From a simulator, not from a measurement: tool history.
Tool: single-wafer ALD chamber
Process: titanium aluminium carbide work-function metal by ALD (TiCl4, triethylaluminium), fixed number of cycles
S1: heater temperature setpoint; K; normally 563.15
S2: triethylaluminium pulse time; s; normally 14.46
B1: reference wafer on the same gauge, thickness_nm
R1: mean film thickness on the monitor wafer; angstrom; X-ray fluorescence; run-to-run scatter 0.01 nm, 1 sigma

run   hour      S1     S2     B1     R1
  1      0  563.15  14.46  1.498  17.84
  2   24.5  563.15  14.46  1.501   17.9
  3  117.9  563.15  14.46  1.502  17.96
  4  137.6  563.15  14.46  1.501  18.05
  5  159.8  563.15  14.46  1.501  17.89
  6  178.2  563.15  14.46  1.499  18.17
  7  192.1  563.15  14.46    1.5   17.9
     201.6  -- gauge calibrated
  8    212  563.15  14.46  1.501  17.97
     289.4  -- triethylaluminium bottle replaced
  9  319.8  572.15  10.31  1.498  18.08
 10  346.2  572.15  10.31    1.5  18.08
 11  372.8  563.15  14.46  1.501  18.01
 12  391.9  563.15  14.46  1.498  17.76
 13  422.2  568.15  18.86    1.5  18.39
 14  452.1  549.15  12.21  1.499   16.4
     475.9  -- showerhead replaced
 15  476.4  553.15   9.18    1.5  15.95
 16  487.7  563.15  14.46  1.502  17.83
 17  516.1  563.15  19.79  1.502  17.87
 18  544.8  572.15  10.31    1.5   18.1
 19  564.9  563.15  14.46  1.498  17.84
 20  594.8  568.15   8.75  1.501  16.85
     686.8  -- thermocouple changed; heater temperature recalibrated
 21  687.3  574.15  14.46  1.502  18.79
 22  695.2  563.15  12.46  1.501  17.99
 23  707.7  553.15  14.46    1.5   17.1
 24  725.7  563.15  14.46  1.499  17.88
     750.3  -- triethylaluminium bottle replaced
 25  750.8  556.15   11.1  1.501  16.87

Estimate the outcome of run 26 from the log above:
 26  773.7  575.15  15.95   ?   ?

{"run 26": {"B1": 1.501, "R1": 19.03}}
Without the tool's hidden state the same run would have given R1 19.03 angstrom.
